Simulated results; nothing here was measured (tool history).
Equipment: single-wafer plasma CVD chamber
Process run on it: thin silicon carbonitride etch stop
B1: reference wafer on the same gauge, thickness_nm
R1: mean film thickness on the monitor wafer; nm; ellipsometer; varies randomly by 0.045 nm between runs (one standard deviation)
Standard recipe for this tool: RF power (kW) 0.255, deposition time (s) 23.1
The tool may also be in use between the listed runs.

run 1 hour=0.0 | RF_power_(kW)=0.255 deposition_time_(s)=26.4 | B1=11.500 | R1=14.828
run 2 hour=167.8 | RF_power_(kW)=0.255 deposition_time_(s)=26.4 | B1=11.497 | R1=14.878
run 3 hour=212.6 | RF_power_(kW)=0.285 deposition_time_(s)=20.5 | B1=11.496 | R1=12.046
run 4 hour=313.4 | RF_power_(kW)=0.275 deposition_time_(s)=23.1 | B1=11.515 | R1=13.396
run 5 hour=408.8 | RF_power_(kW)=0.275 deposition_time_(s)=23.1 | B1=11.511 | R1=13.366
run 6 hour=454.8 | RF_power_(kW)=0.275 deposition_time_(s)=23.1 | B1=11.484 | R1=13.107
run 7 hour=540.3 | RF_power_(kW)=0.225 deposition_time_(s)=23.1 | B1=11.498 | R1=11.976
run 8 hour=580.3 | RF_power_(kW)=0.225 deposition_time_(s)=23.1 | B1=11.502 | R1=12.058
run 9 hour=632.3 | RF_power_(kW)=0.240 deposition_time_(s)=19.3 | B1=11.503 | R1=10.750
run 10 hour=727.2 | RF_power_(kW)=0.280 deposition_time_(s)=19.6 | B1=11.505 | R1=11.584
run 11 hour=832.8 | RF_power_(kW)=0.290 deposition_time_(s)=27.3 | B1=11.499 | R1=16.334
run 12 hour=897.1 | RF_power_(kW)=0.220 deposition_time_(s)=21.0 | B1=11.511 | R1=11.267
run 13 hour=974.7 | RF_power_(kW)=0.295 deposition_time_(s)=19.1 | B1=11.511 | R1=11.575
run 14 hour=1054.5 | RF_power_(kW)=0.205 deposition_time_(s)=25.1 | B1=11.480 | R1=12.920
run 15 hour=1141.7 | RF_power_(kW)=0.275 deposition_time_(s)=23.1 | B1=11.491 | R1=13.509
run 16 hour=1201.0 | RF_power_(kW)=0.290 deposition_time_(s)=27.3 | B1=11.510 | R1=16.244

Missing from the log above: 5 entries noted between runs. For each, name the pair of listed runs it sits between and say how the tool's hidden condition differs from the listed run just before to the listed run just after:
In the gap between runs 5 and 6: RF generator calibrated (hour 428.2)
  delivered RF power above the setpoint (%): -5.67 -> -9.61
  measured value less the no-hidden-state value, R1: -0.336 -> -0.581 nm
In the gap between runs 6 and 7: thermocouple changed; heater temperature recalibrated (hour 527.6)
  delivered RF power above the setpoint (%): -9.61 -> -10.1
  measured value less the no-hidden-state value, R1: -0.581 -> -0.559 nm
In the gap between runs 8 and 9: RF generator calibrated, repeated, since the last time left the tool worse (hour 609.7)
  delivered RF power above the setpoint (%): -10.3 -> -0.68
  measured value less the no-hidden-state value, R1: -0.576 -> -0.031 nm
In the gap between runs 9 and 10: showerhead replaced (hour 643.3); gauge calibrated (hour 676.8)
  delivered RF power above the setpoint (%): -0.68 -> -1.2
  measured value less the no-hidden-state value, R1: -0.031 -> -0.059 nm
